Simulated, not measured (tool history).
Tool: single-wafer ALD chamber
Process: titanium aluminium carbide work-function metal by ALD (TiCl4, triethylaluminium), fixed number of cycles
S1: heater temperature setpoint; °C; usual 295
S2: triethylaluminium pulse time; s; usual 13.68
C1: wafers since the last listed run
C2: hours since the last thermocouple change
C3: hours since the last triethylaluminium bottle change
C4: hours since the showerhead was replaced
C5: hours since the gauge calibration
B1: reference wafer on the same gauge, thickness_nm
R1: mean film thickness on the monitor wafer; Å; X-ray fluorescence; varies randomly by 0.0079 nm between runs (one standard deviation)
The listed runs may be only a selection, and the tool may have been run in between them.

run 1 hour=0.0 | S1=295 S2=13.68 | C1=0 C2=1196.6 C3=447.8 C4=5840.1 C5=462.9 | B1=2.488 | R1=21.99
run 2 hour=65.7 | S1=295 S2=13.68 | C1=750 C2=1262.3 C3=513.5 C4=5905.8 C5=528.6 | B1=2.490 | R1=21.96
run 3 hour=320.7 | S1=295 S2=13.68 | C1=2913 C2=1517.3 C3=768.5 C4=6160.8 C5=783.6 | B1=2.488 | R1=21.97
run 4 hour=413.6 | S1=283 S2=13.68 | C1=1061 C2=1610.2 C3=861.4 C4=6253.7 C5=876.5 | B1=2.490 | R1=20.88
run 5 hour=502.6 | S1=283 S2=13.68 | C1=1016 C2=1699.2 C3=950.4 C4=6342.7 C5=965.5 | B1=2.490 | R1=20.70
run 6 hour=562.3 | S1=295 S2=13.68 | C1=682 C2=1758.9 C3=1010.1 C4=6402.4 C5=1025.2 | B1=2.490 | R1=22.15
run 7 hour=618.9 | S1=295 S2=13.68 | C1=646 C2=1815.5 C3=1066.7 C4=6459.0 C5=1081.8 | B1=2.489 | R1=22.11
run 8 hour=690.9 | S1=295 S2=13.68 | C1=822 C2=1887.5 C3=1138.7 C4=6531.0 C5=1153.8 | B1=2.489 | R1=21.93
run 9 hour=759.2 | S1=304 S2=13.68 | C1=780 C2=1955.8 C3=1207.0 C4=6599.3 C5=1222.1 | B1=2.490 | R1=23.05
run 10 hour=850.5 | S1=304 S2=13.68 | C1=1043 C2=2047.1 C3=1298.3 C4=6690.6 C5=1313.4 | B1=2.491 | R1=23.01
-- hour=961.8 showerhead replaced
run 11 hour=962.3 | S1=301 S2=13.68 | C1=1186 C2=2158.9 C3=1410.1 C4=0.5 C5=1425.2 | B1=2.491 | R1=22.74
run 12 hour=1016.5 | S1=301 S2=13.68 | C1=619 C2=2213.1 C3=1464.3 C4=54.7 C5=1479.4 | B1=2.491 | R1=22.70
-- hour=1086.7 thermocouple changed; heater temperature recalibrated
run 13 hour=1113.8 | S1=295 S2=13.68 | C1=1020 C2=27.1 C3=1561.6 C4=152.0 C5=1576.7 | B1=2.492 | R1=22.50
run 14 hour=1191.4 | S1=304 S2=13.68 | C1=886 C2=104.7 C3=1639.2 C4=229.6 C5=1654.3 | B1=2.489 | R1=23.62
run 15 hour=1239.7 | S1=295 S2=13.68 | C1=551 C2=153.0 C3=1687.5 C4=277.9 C5=1702.6 | B1=2.488 | R1=22.47
run 16 hour=1299.3 | S1=289 S2=10.46 | C1=680 C2=212.6 C3=1747.1 C4=337.5 C5=1762.2 | B1=2.489 | R1=20.77
run 17 hour=1384.6 | S1=295 S2=13.68 | C1=974 C2=297.9 C3=1832.4 C4=422.8 C5=1847.5 | B1=2.489 | R1=22.56
-- hour=1404.9 triethylaluminium bottle replaced
-- hour=1418.9 gauge calibrated
-- hour=1436.7 thermocouple changed; heater temperature recalibrated, repeated, since the last time left the tool worse
run 18 hour=1437.2 | S1=295 S2=13.68 | C1=418 C2=0.5 C3=32.3 C4=475.4 C5=18.3 | B1=2.490 | R1=21.69
run 19 hour=1483.1 | S1=305 S2=8.28 | C1=524 C2=46.4 C3=78.2 C4=521.3 C5=64.2 | B1=2.491 | R1=18.15

Run 20, settings as shown, results not yet in. Your forecast:
run 20 hour=1542.0 | S1=290 S2=18.90 | C1=672 C2=105.3 C3=137.1 C4=580.2 C5=123.1 | B1=? | R1=?

B1: 2.492
R1: 21.50 Å
Had the tool carried no hidden state, the very same run would have given R1 21.45 Å.
